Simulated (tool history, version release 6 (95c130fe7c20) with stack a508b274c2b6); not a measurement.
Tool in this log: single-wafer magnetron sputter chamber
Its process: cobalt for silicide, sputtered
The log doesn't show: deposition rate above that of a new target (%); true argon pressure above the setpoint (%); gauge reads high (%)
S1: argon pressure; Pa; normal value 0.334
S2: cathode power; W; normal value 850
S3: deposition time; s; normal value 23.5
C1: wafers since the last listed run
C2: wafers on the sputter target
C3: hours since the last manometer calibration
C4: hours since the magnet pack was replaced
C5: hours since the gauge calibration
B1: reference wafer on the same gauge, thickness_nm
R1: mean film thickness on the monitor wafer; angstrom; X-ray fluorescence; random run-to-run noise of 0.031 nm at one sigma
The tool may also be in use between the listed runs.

| run | hour | S1 | S2 | S3 | C1 | C2 | C3 | C4 | C5 | B1 | R1 |
|---|---|---|---|---|---|---|---|---|---|---|---|
| 1 | 0 | 0.334 | 850 | 22.3 | 0 | 261 | 602.2 | 3321.5 | 483.4 | 10.718 | 91.9 |
| 2 | 28.3 | 0.334 | 850 | 22.3 | 732 | 994 | 630.5 | 3349.8 | 511.7 | 10.723 | 92.03 |
| 3 | 90.4 | 0.334 | 850 | 22.3 | 1606 | 2600 | 692.6 | 3411.9 | 573.8 | 10.719 | 91.55 |
| 4 | 132.8 | 0.334 | 850 | 23.5 | 1096 | 3697 | 735 | 3454.3 | 616.2 | 10.722 | 96.87 |
| 5 | 187.6 | 0.334 | 800 | 23.5 | 1417 | 5114 | 789.8 | 3509.1 | 671 | 10.713 | 91.51 |
| 6 | 250.5 | 0.334 | 800 | 23.5 | 1627 | 6741 | 852.7 | 3572 | 733.9 | 10.72 | 91.52 |
| 7 | 296.7 | 0.334 | 800 | 23.5 | 1195 | 7936 | 898.9 | 3618.2 | 780.1 | 10.726 | 90.75 |
|  | 317 | sputter target and shields replaced |
| 8 | 321.2 | 0.334 | 850 | 23.5 | 426 | 108 | 923.4 | 3642.7 | 804.6 | 10.721 | 96.86 |
| 9 | 390 | 0.334 | 850 | 23.5 | 1779 | 1888 | 992.2 | 3711.5 | 873.4 | 10.718 | 97.3 |
| 10 | 429.5 | 0.334 | 850 | 23.5 | 1021 | 2909 | 1031.7 | 3751 | 912.9 | 10.723 | 97.04 |
| 11 | 489.9 | 0.334 | 900 | 23.5 | 1562 | 4472 | 1092.1 | 3811.4 | 973.3 | 10.729 | 103.34 |
| 12 | 552.6 | 0.334 | 900 | 23.5 | 1621 | 6094 | 1154.8 | 3874.1 | 1036 | 10.723 | 102.3 |
|  | 618 | sputter target and shields replaced |
| 13 | 682.8 | 0.334 | 900 | 23.5 | 3161 | 1675 | 1285 | 4004.3 | 1166.2 | 10.72 | 103.16 |
| 14 | 731.4 | 0.334 | 850 | 23.5 | 1257 | 2932 | 1333.6 | 4052.9 | 1214.8 | 10.72 | 97.55 |
| 15 | 758.8 | 0.334 | 850 | 23.5 | 708 | 3641 | 1361 | 4080.3 | 1242.2 | 10.729 | 96.96 |
|  | 767.8 | capacitance manometer re-zeroed and calibrated |
| 16 | 829.3 | 0.248 | 850 | 23.5 | 1616 | 5258 | 61.5 | 4150.8 | 1312.7 | 10.721 | 98.51 |
|  | 855.1 | gauge calibrated |
| 17 | 893.1 | 0.334 | 700 | 20.5 | 1650 | 6908 | 125.3 | 4214.6 | 38 | 10.722 | 69.54 |
|  | 918.2 | sputter target and shields replaced |
| 18 | 918.7 | 0.334 | 850 | 21.3 | 455 | 12 | 150.9 | 4240.2 | 63.6 | 10.723 | 86.92 |
| 19 | 984.7 | 0.334 | 850 | 28.1 | 1707 | 1719 | 216.9 | 4306.2 | 129.6 | 10.715 | 115.25 |
| 20 | 1051.2 | 0.334 | 850 | 23.5 | 1720 | 3440 | 283.4 | 4372.7 | 196.1 | 10.719 | 96.12 |
| 21 | 1089.1 | 0.262 | 700 | 19 | 980 | 4420 | 321.3 | 4410.6 | 234 | 10.724 | 65.89 |
| 22 | 1129.1 | 0.334 | 850 | 22.3 | 1034 | 5455 | 361.3 | 4450.6 | 274 | 10.719 | 91.44 |
|  | 1145.9 | magnet pack replaced |
| 23 | 1157.6 | 0.248 | 850 | 23.5 | 530 | 5985 | 389.8 | 11.7 | 302.5 | 10.719 | 99.6 |
|  | 1175.9 | sputter target and shields replaced |
| 24 | 1186.2 | 0.258 | 850 | 23.5 | 532 | 265 | 418.4 | 40.3 | 331.1 | 10.72 | 98.84 |
| 25 | 1245.9 | 0.334 | 850 | 23.5 | 1544 | 1810 | 478.1 | 100 | 390.8 | 10.719 | 95.85 |
| 26 | 1280.2 | 0.334 | 850 | 23.5 | 887 | 2697 | 512.4 | 134.3 | 425.1 | 10.719 | 96.39 |
| 27 | 1330.4 | 0.334 | 700 | 24.8 | 1298 | 3995 | 562.6 | 184.5 | 475.3 | 10.723 | 83.59 |
| 28 | 1388.2 | 0.256 | 700 | 21.9 | 1495 | 5491 | 620.4 | 242.3 | 533.1 | 10.724 | 76.16 |
| 29 | 1442.1 | 0.334 | 850 | 23.5 | 1394 | 6885 | 674.3 | 296.2 | 587 | 10.725 | 97.05 |
|  | 1489.1 | sputter target and shields replaced |
| 30 | 1495.4 | 0.334 | 750 | 22.3 | 1171 | 162 | 727.6 | 349.5 | 640.3 | 10.715 | 80.78 |

5 ways to go on from here, each from the tool as it stands after run 30. What would each give?
| A | 1495.8 | 0.334 | 850 | 23.5 | 10 | 173 | 728 | 349.9 | 640.7 | ? | ? |
| B | 1495.8 | 0.264 | 950 | 26.5 | 10 | 173 | 728 | 349.9 | 640.7 | ? | ? |
| C | 1495.8 | 0.437 | 1000 | 20 | 10 | 173 | 728 | 349.9 | 640.7 | ? | ? |
| D | 1495.8 | 0.449 | 700 | 21.6 | 10 | 173 | 728 | 349.9 | 640.7 | ? | ? |
| E | 1495.8 | 0.401 | 1000 | 23.5 | 10 | 173 | 728 | 349.9 | 640.7 | ? | ? |

| run | B1 | R1 |
|---|---|---|
| A | 10.729 | 96.81 |
| B | 10.729 | 124.47 |
| C | 10.729 | 94.15 |
| D | 10.729 | 70.93 |
| E | 10.729 | 111.75 |
Without the tool's unlogged condition, the same runs would have read:
| run | R1 |
|---|---|
| A | 95.59 |
| B | 123.23 |
| C | 92.61 |
| D | 69.75 |
| E | 110.08 |
